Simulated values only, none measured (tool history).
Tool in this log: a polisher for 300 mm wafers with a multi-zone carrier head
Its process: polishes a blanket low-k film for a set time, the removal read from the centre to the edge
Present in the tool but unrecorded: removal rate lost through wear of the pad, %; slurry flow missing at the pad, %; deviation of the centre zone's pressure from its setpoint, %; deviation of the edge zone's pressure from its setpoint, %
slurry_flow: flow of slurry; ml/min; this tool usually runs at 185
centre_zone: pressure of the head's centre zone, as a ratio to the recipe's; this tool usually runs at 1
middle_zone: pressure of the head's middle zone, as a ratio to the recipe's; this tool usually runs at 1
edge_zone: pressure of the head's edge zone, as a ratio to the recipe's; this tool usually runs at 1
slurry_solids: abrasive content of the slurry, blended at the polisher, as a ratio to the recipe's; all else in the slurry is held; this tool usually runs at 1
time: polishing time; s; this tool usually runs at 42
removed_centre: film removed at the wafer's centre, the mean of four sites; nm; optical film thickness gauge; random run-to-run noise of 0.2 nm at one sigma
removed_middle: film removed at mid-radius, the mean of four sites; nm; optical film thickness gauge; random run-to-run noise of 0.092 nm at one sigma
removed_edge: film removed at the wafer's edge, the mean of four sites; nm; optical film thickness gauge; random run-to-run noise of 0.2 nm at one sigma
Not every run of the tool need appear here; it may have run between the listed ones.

| run | hour | slurry_flow | centre_zone | middle_zone | edge_zone | slurry_solids | time | wafers since the last listed run | wafers polished on this pad | hours since the slurry nozzle was cleaned | hours since the centre zone pressure was calibrated | hours since the edge zone pressure was calibrated | hours since the carrier head's membrane was replaced | incoming thickness of the incoming film, nm | removed_centre | removed_middle | removed_edge |
|---|---|---|---|---|---|---|---|---|---|---|---|---|---|---|---|---|---|
| 1 | 0 | 185 | 1 | 1 | 1 | 1 | 31 | 0 | 494 | 194.2 | 684.9 | 178 | 7.6 | 596.6 | 9.8 | 9.9 | 9.6 |
|  | 80.8 | centre zone pressure recalibrated |
| 2 | 87.5 | 185 | 1 | 1 | 1 | 1 | 42 | 1313 | 1807 | 281.7 | 6.7 | 265.5 | 95.1 | 596.5 | 13.5 | 13.3 | 13.1 |
| 3 | 154.3 | 185 | 1 | 1 | 0.96 | 1 | 47 | 1025 | 2833 | 348.5 | 73.5 | 332.3 | 161.9 | 589.5 | 14.7 | 15.1 | 14.7 |
| 4 | 223.1 | 155 | 1.12 | 1 | 1 | 0.9 | 42 | 1056 | 3889 | 417.3 | 142.3 | 401.1 | 230.7 | 591.7 | 13.8 | 12.5 | 12.7 |
| 5 | 324.1 | 185 | 1 | 1 | 1 | 1 | 42 | 1551 | 5441 | 518.3 | 243.3 | 502.1 | 331.7 | 585 | 13.5 | 13.3 | 13.5 |
|  | 498.4 | slurry nozzle cleaned |
|  | 527 | edge zone pressure recalibrated |
| 6 | 586.3 | 185 | 1 | 1 | 1 | 1 | 42 | 3980 | 9422 | 87.9 | 505.5 | 59.3 | 593.9 | 596.3 | 13.5 | 13.3 | 13.3 |
|  | 613.5 | worn pad replaced by a new one |
| 7 | 640.9 | 185 | 1 | 1 | 1.1 | 1 | 38 | 777 | 421 | 142.5 | 560.1 | 113.9 | 648.5 | 602.4 | 12.4 | 12.1 | 12.6 |
| 8 | 743.1 | 185 | 0.97 | 1 | 1 | 1 | 42 | 1569 | 1991 | 244.7 | 662.3 | 216.1 | 750.7 | 594.7 | 13 | 13.4 | 13.2 |
| 9 | 782.8 | 185 | 1 | 1.05 | 1.1 | 1 | 42 | 609 | 2600 | 284.4 | 702 | 255.8 | 790.4 | 597.5 | 13.6 | 13.9 | 13.9 |
| 10 | 845.8 | 185 | 1.05 | 1.05 | 1.04 | 1 | 42 | 967 | 3568 | 347.4 | 765 | 318.8 | 853.4 | 599.9 | 14.1 | 13.8 | 13.6 |
| 11 | 897.6 | 235 | 1 | 1.08 | 1 | 1 | 42 | 795 | 4363 | 399.2 | 816.8 | 370.6 | 905.2 | 597.7 | 14.2 | 14.6 | 13.5 |
|  | 932 | centre zone pressure recalibrated |
| 12 | 948.7 | 185 | 1.09 | 1.03 | 1 | 1 | 56 | 754 | 5118 | 450.3 | 16.7 | 421.7 | 956.3 | 583.3 | 19.7 | 18.4 | 18 |
| 13 | 986.4 | 185 | 0.93 | 0.94 | 0.91 | 1 | 54 | 579 | 5697 | 488 | 54.4 | 459.4 | 994 | 590.7 | 16 | 16.4 | 16.4 |
|  | 1078.4 | slurry nozzle cleaned |
|  | 1143.1 | carrier head's membrane replaced by a new one |
|  | 1173.8 | edge zone pressure recalibrated |
| 14 | 1177.1 | 185 | 1 | 0.92 | 1 | 1 | 53 | 2805 | 8503 | 98.7 | 245.1 | 3.3 | 34 | 584.4 | 17.2 | 15.6 | 16.5 |
| 15 | 1252.4 | 225 | 1 | 1 | 1.04 | 1 | 34 | 1156 | 9659 | 174 | 320.4 | 78.6 | 109.3 | 581.3 | 11.1 | 11 | 11.1 |
|  | 1285.6 | worn pad replaced by a new one |
| 16 | 1477.1 | 185 | 1 | 1 | 1 | 1 | 42 | 3389 | 2940 | 398.7 | 545.1 | 303.3 | 334 | 600.4 | 13.6 | 13.5 | 13 |
| 17 | 1549.2 | 185 | 1 | 1 | 1 | 1 | 42 | 1107 | 4047 | 470.8 | 617.2 | 375.4 | 406.1 | 594.9 | 13.3 | 13.5 | 13.1 |
| 18 | 1644.5 | 185 | 1 | 1 | 1 | 1 | 42 | 1463 | 5511 | 566.1 | 712.5 | 470.7 | 501.4 | 602.7 | 13.4 | 13.4 | 13.1 |
|  | 1704.2 | slurry nozzle cleaned |
| 19 | 1731.8 | 185 | 0.92 | 0.9 | 1 | 1 | 42 | 1325 | 6836 | 27.6 | 799.8 | 558 | 588.7 | 581.4 | 12.5 | 12.4 | 13.1 |
|  | 1751.7 | edge zone pressure recalibrated |
|  | 1839 | worn pad replaced by a new one |
| 20 | 1839.5 | 215 | 1 | 1.11 | 1 | 1.2 | 42 | 1561 | 7 | 135.3 | 907.5 | 87.8 | 696.4 | 594.5 | 14.3 | 16 | 14.3 |

For each entry between runs, how does the tool's hidden state at the last listed run before it compare with that at the first listed run after it?
Logged between run 1 and run 2: centre zone pressure recalibrated (hour 80.8)
  both runs share identical hidden conditions
Logged between run 5 and run 6: slurry nozzle cleaned (hour 498.4); edge zone pressure recalibrated (hour 527)
  both runs share identical hidden conditions
Logged between run 6 and run 7: worn pad replaced by a new one (hour 613.5)
  both runs share identical hidden conditions
Logged between run 11 and run 12: centre zone pressure recalibrated (hour 932)
  both runs share identical hidden conditions
Logged between run 13 and run 14: slurry nozzle cleaned (hour 1078.4); carrier head's membrane replaced by a new one (hour 1143.1); edge zone pressure recalibrated (hour 1173.8)
  both runs share identical hidden conditions
Logged between run 15 and run 16: worn pad replaced by a new one (hour 1285.6)
  both runs share identical hidden conditions
Logged between run 18 and run 19: slurry nozzle cleaned (hour 1704.2)
  both runs share identical hidden conditions
Logged between run 19 and run 20: edge zone pressure recalibrated (hour 1751.7); worn pad replaced by a new one (hour 1839)
  both runs share identical hidden conditions

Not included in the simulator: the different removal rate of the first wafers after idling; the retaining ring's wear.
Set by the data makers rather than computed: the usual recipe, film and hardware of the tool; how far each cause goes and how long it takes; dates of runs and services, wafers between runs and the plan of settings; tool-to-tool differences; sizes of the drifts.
